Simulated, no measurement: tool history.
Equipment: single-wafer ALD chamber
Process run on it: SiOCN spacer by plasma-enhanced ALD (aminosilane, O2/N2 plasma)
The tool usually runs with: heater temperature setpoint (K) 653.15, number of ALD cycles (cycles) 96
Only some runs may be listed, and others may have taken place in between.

run	day	heater temperature setpoint (K)	number of ALD cycles (cycles)	wafers since the last listed run	hours since the last thermocouple change	hours since the gauge calibration	read-back reference wafer on the same gauge, thickness_nm	mean film thickness on the monitor wafer (nm)
1	0	653.15	96	0	2447.3	111.8	5.544	6.519
2	0.775	653.15	110	32	2465.9	130.4	5.536	7.473
3	1.875	642.15	110	45	2492.3	156.8	5.527	7.462
4	4.112	642.15	110	92	2546	210.5	5.514	7.436
5	5.183	653.15	96	44	2571.7	236.2	5.509	6.494
6	6.412	653.15	96	50	2601.2	265.7	5.506	6.475
# day 7.192: thermocouple changed; heater temperature recalibrated
7	7.721	653.15	96	40	12.7	297.1	5.502	6.467
8	8.517	653.15	105	33	31.8	316.2	5.498	7.077
9	9.271	653.15	105	31	49.9	334.3	5.497	7.047
10	9.829	653.15	105	23	63.3	347.7	5.497	7.085
11	10.354	653.15	90	21	75.9	360.3	5.495	6.056
12	13.4	638.15	84	126	149	433.4	5.491	5.668
13	14.517	658.15	115	46	175.8	460.2	5.487	7.735
# day 15.796: gauge calibrated
14	16.221	659.15	106	70	216.7	10.2	5.607	7.294
15	16.808	643.15	96	24	230.8	24.3	5.598	6.573
16	17.979	640.15	110	48	258.9	52.4	5.582	7.519
17	19.071	659.15	82	45	285.1	78.6	5.569	5.585
18	20.138	647.15	104	44	310.7	104.2	5.558	7.048
19	20.75	663.15	109	25	325.4	118.9	5.551	7.431
20	21.325	653.15	96	23	339.2	132.7	5.55	6.517
21	22.212	653.15	96	36	360.5	154	5.544	6.524
22	22.846	664.15	96	26	375.7	169.2	5.535	6.529

Forecast each of these 4 alternatives for the next run:
A	22.871	653.15	96	1	376.3	169.8	?	?
B	22.871	640.15	104	1	376.3	169.8	?	?
C	22.871	646.15	87	1	376.3	169.8	?	?
D	22.871	644.15	104	1	376.3	169.8	?	?

run	read-back reference wafer on the same gauge, thickness_nm	mean film thickness on the monitor wafer (nm)
A	5.536	6.482
B	5.536	7.022
C	5.536	5.874
D	5.536	7.022
With no hidden state in the tool, these same runs would have given:
run	mean film thickness on the monitor wafer (nm)
A	6.592
B	7.141
C	5.974
D	7.141
